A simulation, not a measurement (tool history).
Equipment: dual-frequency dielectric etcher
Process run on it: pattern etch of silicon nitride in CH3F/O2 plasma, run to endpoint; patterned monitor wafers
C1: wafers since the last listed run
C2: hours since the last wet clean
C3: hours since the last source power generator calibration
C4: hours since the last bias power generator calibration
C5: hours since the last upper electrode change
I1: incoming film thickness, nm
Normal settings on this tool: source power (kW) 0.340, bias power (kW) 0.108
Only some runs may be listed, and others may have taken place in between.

{"run": 1, "day": 0.0, "source power (kW)": 0.29, "bias power (kW)": 0.108, "C1": 0, "C2": 548.5, "C3": 3452.8, "C4": 3568.1, "C5": 3405.5, "I1": 73.7, "endpoint time (s)": 82.1}
{"day": 2.071, "done": "wet clean of the chamber"}
{"run": 2, "day": 2.092, "source power (kW)": 0.29, "bias power (kW)": 0.108, "C1": 183, "C2": 0.5, "C3": 3503.0, "C4": 3618.3, "C5": 3455.7, "I1": 73.8, "endpoint time (s)": 81.3}
{"run": 3, "day": 5.833, "source power (kW)": 0.29, "bias power (kW)": 0.108, "C1": 628, "C2": 90.3, "C3": 3592.8, "C4": 3708.1, "C5": 3545.5, "I1": 73.6, "endpoint time (s)": 82.3}
{"run": 4, "day": 10.271, "source power (kW)": 0.34, "bias power (kW)": 0.108, "C1": 745, "C2": 196.8, "C3": 3699.3, "C4": 3814.6, "C5": 3652.0, "I1": 72.9, "endpoint time (s)": 73.9}
{"run": 5, "day": 13.512, "source power (kW)": 0.34, "bias power (kW)": 0.108, "C1": 544, "C2": 274.6, "C3": 3777.1, "C4": 3892.4, "C5": 3729.8, "I1": 73.5, "endpoint time (s)": 74.5}
{"run": 6, "day": 15.892, "source power (kW)": 0.34, "bias power (kW)": 0.094, "C1": 399, "C2": 331.7, "C3": 3834.2, "C4": 3949.5, "C5": 3786.9, "I1": 73.5, "endpoint time (s)": 80.7}
{"run": 7, "day": 18.083, "source power (kW)": 0.34, "bias power (kW)": 0.094, "C1": 368, "C2": 384.3, "C3": 3886.8, "C4": 4002.1, "C5": 3839.5, "I1": 72.9, "endpoint time (s)": 79.7}
{"run": 8, "day": 19.675, "source power (kW)": 0.34, "bias power (kW)": 0.108, "C1": 267, "C2": 422.5, "C3": 3925.0, "C4": 4040.3, "C5": 3877.7, "I1": 73.6, "endpoint time (s)": 75.6}
{"run": 9, "day": 23.396, "source power (kW)": 0.34, "bias power (kW)": 0.108, "C1": 624, "C2": 511.8, "C3": 4014.3, "C4": 4129.6, "C5": 3967.0, "I1": 72.9, "endpoint time (s)": 75.3}
{"day": 26.371, "done": "wet clean of the chamber"}
{"day": 26.521, "done": "source power generator calibrated"}
{"run": 10, "day": 27.517, "source power (kW)": 0.34, "bias power (kW)": 0.108, "C1": 498, "C2": 27.5, "C3": 23.9, "C4": 4228.5, "C5": 4065.9, "I1": 73.2, "endpoint time (s)": 77.5}
{"run": 11, "day": 29.425, "source power (kW)": 0.34, "bias power (kW)": 0.108, "C1": 320, "C2": 73.3, "C3": 69.7, "C4": 4274.3, "C5": 4111.7, "I1": 73.7, "endpoint time (s)": 77.5}
{"run": 12, "day": 33.058, "source power (kW)": 0.4, "bias power (kW)": 0.108, "C1": 610, "C2": 160.5, "C3": 156.9, "C4": 4361.5, "C5": 4198.9, "I1": 73.6, "endpoint time (s)": 71.2}
{"day": 34.812, "done": "bias power generator calibrated"}
{"run": 13, "day": 35.612, "source power (kW)": 0.34, "bias power (kW)": 0.128, "C1": 400, "C2": 221.8, "C3": 218.2, "C4": 19.2, "C5": 4260.2, "I1": 74.2, "endpoint time (s)": 72.9}
{"day": 38.417, "done": "wet clean of the chamber, repeated, since the last time left the tool worse"}
{"run": 14, "day": 39.625, "source power (kW)": 0.4, "bias power (kW)": 0.118, "C1": 505, "C2": 29.0, "C3": 314.5, "C4": 115.5, "C5": 4356.5, "I1": 73.8, "endpoint time (s)": 64.6}
{"run": 15, "day": 42.633, "source power (kW)": 0.34, "bias power (kW)": 0.108, "C1": 505, "C2": 101.2, "C3": 386.7, "C4": 187.7, "C5": 4428.7, "I1": 74.0, "endpoint time (s)": 75.3}
{"run": 16, "day": 44.329, "source power (kW)": 0.3, "bias power (kW)": 0.084, "C1": 284, "C2": 141.9, "C3": 427.4, "C4": 228.4, "C5": 4469.4, "I1": 73.6, "endpoint time (s)": 91.0}
{"day": 46.483, "done": "upper electrode replaced"}
{"run": 17, "day": 46.504, "source power (kW)": 0.34, "bias power (kW)": 0.108, "C1": 197, "C2": 194.1, "C3": 479.6, "C4": 280.6, "C5": 0.5, "I1": 74.0, "endpoint time (s)": 75.0}
{"run": 18, "day": 50.104, "source power (kW)": 0.31, "bias power (kW)": 0.123, "C1": 604, "C2": 280.5, "C3": 566.0, "C4": 367.0, "C5": 86.9, "I1": 73.4, "endpoint time (s)": 74.4}
{"run": 19, "day": 51.917, "source power (kW)": 0.39, "bias power (kW)": 0.122, "C1": 304, "C2": 324.0, "C3": 609.5, "C4": 410.5, "C5": 130.4, "I1": 74.0, "endpoint time (s)": 65.3}
{"run": 20, "day": 55.058, "source power (kW)": 0.41, "bias power (kW)": 0.129, "C1": 527, "C2": 399.4, "C3": 684.9, "C4": 485.9, "C5": 205.8, "I1": 73.3, "endpoint time (s)": 61.7}
{"run": 21, "day": 58.383, "source power (kW)": 0.28, "bias power (kW)": 0.123, "C1": 558, "C2": 479.2, "C3": 764.7, "C4": 565.7, "C5": 285.6, "I1": 73.8, "endpoint time (s)": 80.7}
{"run": 22, "day": 60.871, "source power (kW)": 0.3, "bias power (kW)": 0.09, "C1": 417, "C2": 538.9, "C3": 824.4, "C4": 625.4, "C5": 345.3, "I1": 74.1, "endpoint time (s)": 89.9}

Exercise: give the hidden state of the tool at every run:
source power that arrives over what is set, %: 0 in every run
bias power that arrives over what is set, %: 0 in every run
H1: etch rate over this chamber's usual, %
run=1 H1=-2.55
run=2 H1=-0.415
run=3 H1=-0.877
run=4 H1=-1.42
run=5 H1=-1.82
run=6 H1=-2.12
run=7 H1=-2.39
run=8 H1=-2.58
run=9 H1=-3.04
run=10 H1=-5.55
run=11 H1=-5.79
run=12 H1=-6.24
run=13 H1=-6.55
run=14 H1=-0.777
run=15 H1=-1.15
run=16 H1=-1.36
run=17 H1=-1.63
run=18 H1=-2.07
run=19 H1=-2.29
run=20 H1=-2.68
run=21 H1=-3.09
run=22 H1=-3.4
